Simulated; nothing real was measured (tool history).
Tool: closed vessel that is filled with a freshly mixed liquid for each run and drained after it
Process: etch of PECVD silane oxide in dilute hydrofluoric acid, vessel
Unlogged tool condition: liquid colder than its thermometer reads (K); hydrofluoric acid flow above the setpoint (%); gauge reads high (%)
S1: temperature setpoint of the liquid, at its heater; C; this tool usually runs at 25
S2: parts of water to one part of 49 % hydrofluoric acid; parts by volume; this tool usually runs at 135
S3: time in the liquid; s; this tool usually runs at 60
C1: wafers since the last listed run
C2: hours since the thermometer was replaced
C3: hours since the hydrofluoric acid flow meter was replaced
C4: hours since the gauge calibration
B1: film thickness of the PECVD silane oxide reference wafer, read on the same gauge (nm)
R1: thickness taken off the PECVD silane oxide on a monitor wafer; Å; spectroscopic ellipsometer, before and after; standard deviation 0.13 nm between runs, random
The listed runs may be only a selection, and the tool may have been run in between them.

Run 1, hour 0: usual settings; C1 0; C2 2012.5; C3 597.4; C4 101.5; B1 29.93. Result: R1 166.8 Å.
Run 2, hour 27.8: usual settings; C1 2767; C2 2040.3; C3 625.2; C4 129.3; B1 29.91. Result: R1 169.4 Å.
Run 3, hour 74.2: usual settings; C1 4619; C2 2086.7; C3 671.6; C4 175.7; B1 29.91. Result: R1 166.4 Å.
Run 4, hour 143.8: usual settings; C1 6929; C2 2156.3; C3 741.2; C4 245.3; B1 29.88. Result: R1 167 Å.
Run 5, hour 209.7: usual settings but S2 150 parts by volume; C1 6561; C2 2222.2; C3 807.1; C4 311.2; B1 29.8. Result: R1 147.8 Å.
Run 6, hour 248.3: usual settings but S1 23.5 C; C1 3843; C2 2260.8; C3 845.7; C4 349.8; B1 29.79. Result: R1 159.2 Å.
Run 7, hour 300.8: usual settings but S1 23.5 C; C1 5227; C2 2313.3; C3 898.2; C4 402.3; B1 29.69. Result: R1 158 Å.
Run 8, hour 331.3: usual settings but S1 23.5 C; C1 3036; C2 2343.8; C3 928.7; C4 432.8; B1 29.68. Result: R1 159.9 Å.
Run 9, hour 358: usual settings but S2 175 parts by volume; C1 2658; C2 2370.5; C3 955.4; C4 459.5; B1 29.64. Result: R1 122.6 Å.
Run 10, hour 421.2: usual settings but S2 175 parts by volume; C1 6292; C2 2433.7; C3 1018.6; C4 522.7; B1 29.56. Result: R1 123.9 Å.
Run 11, hour 476.9: usual settings but S2 175 parts by volume; C1 5545; C2 2489.4; C3 1074.3; C4 578.4; B1 29.46. Result: R1 121.6 Å.
Run 12, hour 538: usual settings; C1 6083; C2 2550.5; C3 1135.4; C4 639.5; B1 29.37. Result: R1 164.6 Å.
Run 13, hour 600.3: usual settings but S1 21 C, S2 80 parts by volume, S3 35 s; C1 6203; C2 2612.8; C3 1197.7; C4 701.8; B1 29.25. Result: R1 148.5 Å.
At hour 619.2: thermometer replaced.
Run 14, hour 662.2: usual settings but S1 22.5 C; C1 6063; C2 43; C3 1259.6; C4 763.7; B1 29.1. Result: R1 149.9 Å.
Run 15, hour 702.2: usual settings but S1 20.5 C, S2 70 parts by volume, S3 35 s; C1 3982; C2 83; C3 1299.6; C4 803.7; B1 29.01. Result: R1 165.1 Å.
At hour 769.5: gauge calibrated.
Run 16, hour 773.2: usual settings but S1 28.5 C, S2 70 parts by volume; C1 7069; C2 154; C3 1370.6; C4 3.7; B1 29.88. Result: R1 400.6 Å.
Run 17, hour 807.4: usual settings; C1 3405; C2 188.2; C3 1404.8; C4 37.9; B1 29.89. Result: R1 169 Å.
Run 18, hour 834.7: usual settings but S2 175 parts by volume, S3 30 s; C1 2718; C2 215.5; C3 1432.1; C4 65.2; B1 29.88. Result: R1 61.1 Å.
At hour 851.9: hydrofluoric acid flow meter replaced.
Run 19, hour 902.7: usual settings but S1 21.5 C, S2 65 parts by volume; C1 6670; C2 283.5; C3 50.8; C4 133.2; B1 29.85. Result: R1 327.4 Å.
Run 20, hour 968.4: usual settings; C1 6541; C2 349.2; C3 116.5; C4 198.9; B1 29.79. Result: R1 167.6 Å.
Run 21, hour 1015.8: usual settings but S1 26.5 C, S3 75 s; C1 4719; C2 396.6; C3 163.9; C4 246.3; B1 29.75. Result: R1 223.5 Å.
Run 22, hour 1060.4: usual settings but S3 35 s; C1 4440; C2 441.2; C3 208.5; C4 290.9; B1 29.78. Result: R1 97.5 Å.
Run 23, hour 1115.9: usual settings but S1 27 C, S2 200 parts by volume, S3 50 s; C1 5525; C2 496.7; C3 264; C4 346.4; B1 29.66. Result: R1 93.5 Å.

Exercise: give the hidden state of the tool at every run:
liquid colder than its thermometer reads (K): 0, the same for each run
hydrofluoric acid flow above the setpoint (%): 0, the same for each run
H1: gauge reads high (%)
run      H1
  1  -0.203
  2  -0.234
  3  -0.303
  4  -0.445
  5  -0.624
  6  -0.748
  7   -0.94
  8   -1.06
  9   -1.18
 10   -1.48
 11   -1.78
 12   -2.14
 13   -2.55
 14   -2.99
 15   -3.29
 16  -0.459
 17  -0.466
 18   -0.48
 19  -0.545
 20  -0.651
 21  -0.754
 22   -0.87
 23   -1.04
